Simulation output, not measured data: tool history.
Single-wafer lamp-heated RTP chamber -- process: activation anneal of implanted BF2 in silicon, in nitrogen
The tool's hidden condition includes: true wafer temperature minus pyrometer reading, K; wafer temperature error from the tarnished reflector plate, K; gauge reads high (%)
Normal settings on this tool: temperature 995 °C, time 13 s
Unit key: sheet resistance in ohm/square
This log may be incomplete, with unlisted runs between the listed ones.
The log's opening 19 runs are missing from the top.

run   hour  temperature  time  wafers since the last listed run  wafers since the last pyrometer calibration  wafers since the reflector plate was cleaned  hours since the gauge calibration  read-back reference wafer on the same gauge, sheet resistance  sheet resistance
 20  464.5         1006    10                               187                                         1519                                           262                              307.7                                                         543.61            521.32
 21    483          981    10                               232                                         1751                                           494                              326.2                                                          544.2            526.35
 22  498.6          972    18                               195                                         1947                                           690                              341.8                                                          544.3            528.42
 23  514.4          995    13                               198                                         2146                                           889                              357.6                                                         543.97            521.86
 24  535.9         1014     9                               270                                         2416                                          1159                              379.1                                                         544.84            522.13
 25  550.4          973    13                               182                                         2598                                          1341                              393.6                                                         544.44             529.5
     564.1  -- pyrometer window cleaned and pyrometer calibrated
 26  579.5          971    17                               265                                          192                                          1606                              422.7                                                          544.6            529.53
 27  610.5         1016    13                               389                                          582                                          1995                              453.7                                                         544.98            522.08
 28  678.6          973    13                               855                                         1437                                          2851                              521.8                                                         544.87            530.58
 29  694.4         1015    13                               198                                         1636                                          3049                              537.6                                                         544.95            520.63
 30  719.7          968     7                               317                                         1953                                          3367                              562.9                                                         545.42            539.09
 31  747.5          995    13                               349                                         2302                                          3716                              590.7                                                         545.31             522.1
 32  770.4         1006    13                               287                                         2590                                          4004                              613.6                                                         545.45            521.78
     787.9  -- pyrometer window cleaned and pyrometer calibrated
 33  794.1          983    13                               197                                           77                                          4201                              637.3                                                         545.45            525.34
 34  820.7          995    17                               334                                          411                                          4535                              663.9                                                         545.64            522.35
 35  839.7          979    10                               238                                          650                                          4774                              682.9                                                         545.32            527.82
 36  863.6          995    13                               300                                          950                                          5074                              706.8                                                         545.65            523.59
 37    880          995    13                               205                                         1156                                          5280                              723.2                                                          545.3            523.41

What if the next run were any one of these 4? Each begins from the tool's condition after run 37:
  A  880.4         1019    13                                 5                                         1161                                          5285                              723.6                                                              ?                 ?
  B  880.4         1023    13                                 5                                         1161                                          5285                              723.6                                                              ?                 ?
  C  880.4         1003    13                                 5                                         1161                                          5285                              723.6                                                              ?                 ?
  D  880.4          995     8                                 5                                         1161                                          5285                              723.6                                                              ?                 ?

run  read-back reference wafer on the same gauge, sheet resistance  sheet resistance
  A                                                         545.29            522.89
  B                                                         545.29            522.85
  C                                                         545.29             523.2
  D                                                         545.29            525.16
Stripped of hidden state, with their random variation kept, the same runs would have yielded:
run  sheet resistance
  A            515.64
  B             515.6
  C            515.95
  D            517.88

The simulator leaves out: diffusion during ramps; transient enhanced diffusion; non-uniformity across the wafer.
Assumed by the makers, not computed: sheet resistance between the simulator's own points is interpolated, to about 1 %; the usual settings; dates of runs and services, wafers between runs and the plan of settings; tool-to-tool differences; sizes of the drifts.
